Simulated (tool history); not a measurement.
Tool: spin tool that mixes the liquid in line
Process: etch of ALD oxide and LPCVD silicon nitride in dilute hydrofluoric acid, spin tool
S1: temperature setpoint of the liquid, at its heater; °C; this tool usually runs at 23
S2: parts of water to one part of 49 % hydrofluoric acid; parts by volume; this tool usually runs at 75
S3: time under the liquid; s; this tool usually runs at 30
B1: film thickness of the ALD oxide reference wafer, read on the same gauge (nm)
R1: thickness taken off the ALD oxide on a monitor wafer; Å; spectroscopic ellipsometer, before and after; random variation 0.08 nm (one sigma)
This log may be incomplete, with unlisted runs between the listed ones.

run 1 day=0 | S1=23 S2=75 S3=35 | B1=150.02 | R1=101.1
run 2 day=0.446 | S1=23 S2=45 S3=30 | B1=150.01 | R1=148.3
run 3 day=0.929 | S1=23 S2=75 S3=30 | B1=150.01 | R1=85.3
run 4 day=1.238 | S1=23 S2=75 S3=30 | B1=150 | R1=85.5
-- day=1.458 hydrofluoric acid flow meter replaced
run 5 day=1.55 | S1=21.5 S2=75 S3=40 | B1=150.02 | R1=108.9
run 6 day=2.296 | S1=18.5 S2=115 S3=30 | B1=150 | R1=43.4
run 7 day=2.729 | S1=26.5 S2=75 S3=30 | B1=150 | R1=99.5
run 8 day=3.408 | S1=20 S2=110 S3=15 | B1=149.97 | R1=24.7
run 9 day=3.767 | S1=23 S2=75 S3=40 | B1=149.96 | R1=115
run 10 day=4.383 | S1=25 S2=75 S3=45 | B1=149.98 | R1=139.6
run 11 day=4.95 | S1=21 S2=45 S3=15 | B1=150 | R1=67.9
run 12 day=5.533 | S1=28 S2=40 S3=20 | B1=150 | R1=134.9
run 13 day=6.171 | S1=25.5 S2=75 S3=30 | B1=150.02 | R1=95
run 14 day=6.729 | S1=18.5 S2=50 S3=45 | B1=150.04 | R1=166.7
run 15 day=7.025 | S1=23 S2=110 S3=30 | B1=150 | R1=55.5
run 16 day=7.771 | S1=23 S2=75 S3=30 | B1=150.07 | R1=85.5
run 17 day=8.025 | S1=23 S2=75 S3=30 | B1=150 | R1=85.2
run 18 day=8.371 | S1=19.5 S2=105 S3=15 | B1=150 | R1=25.3
run 19 day=8.683 | S1=23 S2=75 S3=30 | B1=149.98 | R1=85.3
run 20 day=9.067 | S1=23 S2=75 S3=30 | B1=150.03 | R1=85.8
run 21 day=9.554 | S1=25 S2=75 S3=30 | B1=149.97 | R1=92.3
run 22 day=10.258 | S1=20.5 S2=60 S3=45 | B1=149.99 | R1=147.3
run 23 day=11 | S1=23 S2=110 S3=20 | B1=150 | R1=37.5
run 24 day=11.471 | S1=19.5 S2=75 S3=30 | B1=150.02 | R1=73.4
-- day=12.892 gauge calibrated
run 25 day=13.525 | S1=21.5 S2=90 S3=30 | B1=150.03 | R1=66.3

Give the tool's hidden conditions for every run:
liquid hotter than its thermometer reads (K): 0 across all the runs
hydrofluoric acid flow below the setpoint (%): 0 across all the runs
gauge reads high (%): 0 across all the runs
